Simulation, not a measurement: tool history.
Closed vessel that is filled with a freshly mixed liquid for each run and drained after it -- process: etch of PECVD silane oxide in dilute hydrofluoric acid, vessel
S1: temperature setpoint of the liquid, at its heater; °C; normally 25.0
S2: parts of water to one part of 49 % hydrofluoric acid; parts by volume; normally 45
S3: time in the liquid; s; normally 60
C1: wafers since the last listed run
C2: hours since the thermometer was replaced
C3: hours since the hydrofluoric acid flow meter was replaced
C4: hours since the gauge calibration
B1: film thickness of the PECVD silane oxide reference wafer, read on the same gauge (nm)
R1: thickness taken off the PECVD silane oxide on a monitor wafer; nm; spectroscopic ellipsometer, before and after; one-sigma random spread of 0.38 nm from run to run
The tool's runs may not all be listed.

| run | hour | S1 | S2 | S3 | C1 | C2 | C3 | C4 | B1 | R1 |
|---|---|---|---|---|---|---|---|---|---|---|
| 1 | 0.0 | 25.0 | 40 | 60 | 0 | 2421.8 | 1479.6 | 198.4 | 140.03 | 69.36 |
| 2 | 18.4 | 25.0 | 40 | 60 | 2695 | 2440.2 | 1498.0 | 216.8 | 139.97 | 69.87 |
| 3 | 53.9 | 25.0 | 40 | 60 | 5200 | 2475.7 | 1533.5 | 252.3 | 140.00 | 69.35 |
| 4 | 87.2 | 21.5 | 45 | 60 | 4877 | 2509.0 | 1566.8 | 285.6 | 140.00 | 52.79 |
| 5 | 111.5 | 21.5 | 45 | 60 | 3559 | 2533.3 | 1591.1 | 309.9 | 140.05 | 52.72 |
| 6 | 136.8 | 25.0 | 45 | 60 | 3705 | 2558.6 | 1616.4 | 335.2 | 140.01 | 60.74 |
| 7 | 163.8 | 25.0 | 45 | 60 | 3955 | 2585.6 | 1643.4 | 362.2 | 140.00 | 60.59 |
|  | 164.8 | gauge calibrated |
| 8 | 179.4 | 25.0 | 45 | 60 | 2285 | 2601.2 | 1659.0 | 14.6 | 139.97 | 61.23 |
| 9 | 204.2 | 25.0 | 45 | 60 | 3632 | 2626.0 | 1683.8 | 39.4 | 140.03 | 60.17 |
|  | 214.8 | hydrofluoric acid flow meter replaced |
| 10 | 218.5 | 25.0 | 45 | 60 | 1948 | 2640.3 | 3.7 | 53.7 | 139.95 | 68.22 |
| 11 | 233.5 | 25.0 | 45 | 70 | 2197 | 2655.3 | 18.7 | 68.7 | 140.03 | 80.03 |
| 12 | 254.0 | 28.5 | 30 | 40 | 3002 | 2675.8 | 39.2 | 89.2 | 140.00 | 79.84 |
|  | 268.6 | thermometer replaced |
| 13 | 288.2 | 25.0 | 45 | 60 | 4863 | 19.6 | 73.4 | 123.4 | 140.00 | 67.88 |
| 14 | 302.8 | 25.0 | 45 | 60 | 2138 | 34.2 | 88.0 | 138.0 | 140.01 | 67.94 |
| 15 | 321.8 | 27.0 | 60 | 90 | 2783 | 53.2 | 107.0 | 157.0 | 139.97 | 79.86 |
| 16 | 337.7 | 29.5 | 50 | 45 | 2329 | 69.1 | 122.9 | 172.9 | 140.03 | 54.47 |
| 17 | 365.2 | 28.5 | 35 | 60 | 4028 | 96.6 | 150.4 | 200.4 | 140.02 | 100.84 |

What will run 18 give?
| 18 | 390.5 | 22.5 | 60 | 80 | 3705 | 121.9 | 175.7 | 225.7 | ? | ? |

B1: 139.98
R1: 59.68 nm
With the hidden condition absent and the run-to-run variation left alone, this run would have shown R1 61.32 nm.

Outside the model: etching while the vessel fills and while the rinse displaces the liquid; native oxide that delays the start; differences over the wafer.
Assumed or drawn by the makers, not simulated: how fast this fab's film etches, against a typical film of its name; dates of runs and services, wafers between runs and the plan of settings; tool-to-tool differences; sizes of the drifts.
